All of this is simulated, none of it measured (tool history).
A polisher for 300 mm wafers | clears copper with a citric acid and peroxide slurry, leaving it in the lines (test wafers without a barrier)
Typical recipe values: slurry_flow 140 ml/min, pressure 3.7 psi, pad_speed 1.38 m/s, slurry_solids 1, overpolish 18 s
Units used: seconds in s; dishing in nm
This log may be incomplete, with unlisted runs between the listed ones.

run	hour	slurry_flow	pressure	pad_speed	slurry_solids	overpolish	wafers since the last listed run	wafers polished on this pad	hours since the slurry nozzle was cleaned	hours since the head pressure was calibrated	hours since the slurry blender was calibrated	incoming thickness of the incoming film, nm	seconds	dishing
1	0	140	3.7	1.38	1	18	0	1011	550	739.6	155	405.8	118.4	48.7
2	20.3	140	3.7	1.38	1	18	126	1137	570.3	759.9	175.3	406.1	123.8	48.2
# hour 51.5: worn pad replaced by a new one
3	54.6	140	3.7	1.38	1	18	188	19	604.6	794.2	209.6	403.2	117.8	48.3
4	72	140	4.5	1.2	1	18	108	127	622	811.6	227	401.2	107.9	51.8
5	105.7	140	4.5	1.2	1	18	209	337	655.7	845.3	260.7	403.7	107.4	52.8
6	134.8	140	4.5	1.2	1	18	180	518	684.8	874.4	289.8	408	114.4	51.9
# hour 154.9: head pressure recalibrated
7	157.4	140	3.7	1.38	1	18	128	646	707.4	2.5	312.4	397.7	104.2	52.7
# hour 184.7: slurry nozzle cleaned
8	193.1	140	3.7	1.38	1	18	215	861	8.4	38.2	348.1	408.8	110.8	53.5
# hour 217.5: worn pad replaced by a new one
9	225	140	3.7	1.38	1	18	173	46	40.3	70.1	380	406.7	106.4	52.9
# hour 258.1: slurry blender recalibrated
10	260.3	140	3	1.38	1	18	207	253	75.6	105.4	2.2	406	137.6	43.3
11	284.9	140	4.8	1.84	1	18	152	406	100.2	130	26.8	403.9	69	76.9
12	358.8	140	3.7	1.38	1	18	459	866	174.1	203.9	100.7	405.6	108.5	52.1
13	384.7	140	3.7	1.84	1.25	18	161	1027	200	229.8	126.6	405.3	85.8	63.8
# hour 409.1: worn pad replaced by a new one, of another model than before
14	415.7	140	3.7	1.38	1	18	167	41	231	260.8	157.6	403.9	107.5	52.5
15	429.9	140	3.7	1.38	1	18	88	129	245.2	275	171.8	406.2	112.4	52.4
16	454.9	140	3.7	1.38	1	18	155	285	270.2	300	196.8	400.4	110.1	52.2
17	477	140	2.6	1.38	1	8	137	422	292.3	322.1	218.9	402.8	130.4	22.4
18	507.3	140	4.7	1.82	1.15	12	188	610	322.6	352.4	249.2	409.5	82.5	47.8
19	533.4	140	3.7	1.38	0.9	10	162	773	348.7	378.5	275.3	405.3	115.7	30.8
20	563.7	140	3.7	1.38	1	18	188	961	379	408.8	305.6	410.5	115.7	51.4
# hour 580.2: worn pad replaced by a new one
21	582.6	140	3.7	1.38	1	18	92	15	397.9	427.7	324.5	408.2	111	50.6
22	651.8	140	4.7	1.04	1	13	430	445	467.1	496.9	393.7	399.9	106.3	40.9
23	671.6	125	3.7	1.52	1.25	7	123	568	486.9	516.7	413.5	404.2	103.2	24.5
24	703.2	165	3.7	1.38	1	18	196	765	518.5	548.3	445.1	403.7	105.9	53.2
25	731.6	140	3.7	1.38	1	18	176	941	546.9	576.7	473.5	405.6	112.5	52
26	760.9	160	3.7	1.7	1	18	182	1123	576.2	606	502.8	399.2	99.4	55.7
# hour 764.6: slurry blender recalibrated
27	776.7	140	2.5	1.26	1	7	85	1209	592	621.8	12.1	399.6	139.7	18.4
# hour 784.3: worn pad replaced by a new one
28	797.3	180	3.7	1.38	1	27	103	80	612.6	642.4	32.7	405.7	107.4	72.5

4 ways to go on from here, each from the tool as it stands after run 28. What would each give?
A	797.8	140	3.7	1.38	1	18	3	83	613.1	642.9	33.2	406.1	?	?
B	797.8	185	3.7	1.38	1	18	3	83	613.1	642.9	33.2	406.1	?	?
C	797.8	140	3.7	1.38	1.2	27	3	83	613.1	642.9	33.2	406.1	?	?
D	797.8	160	3.7	1.38	1	18	3	83	613.1	642.9	33.2	406.1	?	?

run	seconds	dishing
A	110.6	51.1
B	105.6	53
C	104.1	72.4
D	108	52.1
What these runs would have given with no unlogged condition in the tool:
run	seconds	dishing
A	107.1	52.5
B	102.2	54.5
C	100.8	74.3
D	104.6	53.5
